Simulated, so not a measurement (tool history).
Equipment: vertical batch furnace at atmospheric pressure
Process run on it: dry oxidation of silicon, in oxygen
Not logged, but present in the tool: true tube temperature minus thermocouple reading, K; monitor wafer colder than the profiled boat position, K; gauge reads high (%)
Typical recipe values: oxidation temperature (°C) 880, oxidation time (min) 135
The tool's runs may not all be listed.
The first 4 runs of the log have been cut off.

run,hour,oxidation temperature (°C),oxidation time (min),wafers since the last listed run,hours since the last temperature calibration,hours since the boat lift was adjusted,hours since the gauge calibration,"read-back reference wafer on the same gauge, thickness",oxide thickness on the monitor wafer (angstrom)
# hour 75.1: gauge calibrated
5,85.2,880,135,159,1738.7,2495.4,10.1,21.81,237.8
6,102.5,893,96.5,137,1756,2512.7,27.4,21.82,220.3
7,124.6,893,96.5,175,1778.1,2534.8,49.5,21.82,219.4
8,144.4,893,96.5,157,1797.9,2554.6,69.3,21.8,219.9
9,157.5,880,135,103,1811,2567.7,82.4,21.8,237.4
10,168.6,880,135,88,1822.1,2578.8,93.5,21.81,238
11,177.8,880,135,72,1831.3,2588,102.7,21.79,237.8
12,198.1,864,135,161,1851.6,2608.3,123,21.81,203.3
# hour 226.6: thermocouples replaced and temperature profile calibrated
13,227.1,864,135,39,0.5,2637.3,152,21.81,203
14,232.5,864,135,42,5.9,2642.7,157.4,21.79,203
15,246.9,880,135,114,20.3,2657.1,171.8,21.79,236.2
16,259.8,903,135,102,33.2,2670,184.7,21.8,297.6
17,277.9,897,135,143,51.3,2688.1,202.8,21.81,279.5
18,295.4,856,114,138,68.8,2705.6,220.3,21.78,171.8
19,305.3,873,135,78,78.7,2715.5,230.2,21.81,221.1
20,323.6,880,135,145,97,2733.8,248.5,21.8,237.5
21,332.9,880,135,73,106.3,2743.1,257.8,21.79,237.4
# hour 368.6: boat lift adjusted
22,369.1,868,117.5,96,142.5,0.5,294,21.81,203.1

Run 23 has not been measured yet. What should we expect?
23,374.5,871,99.5,42,147.9,5.9,299.4,?,?

{"run 23": {"read-back reference wafer on the same gauge, thickness": 21.8, "oxide thickness on the monitor wafer (angstrom)": 189.2}}
Minus the tool's unlogged condition, the same run would have read oxide thickness on the monitor wafer (angstrom) 189.4.

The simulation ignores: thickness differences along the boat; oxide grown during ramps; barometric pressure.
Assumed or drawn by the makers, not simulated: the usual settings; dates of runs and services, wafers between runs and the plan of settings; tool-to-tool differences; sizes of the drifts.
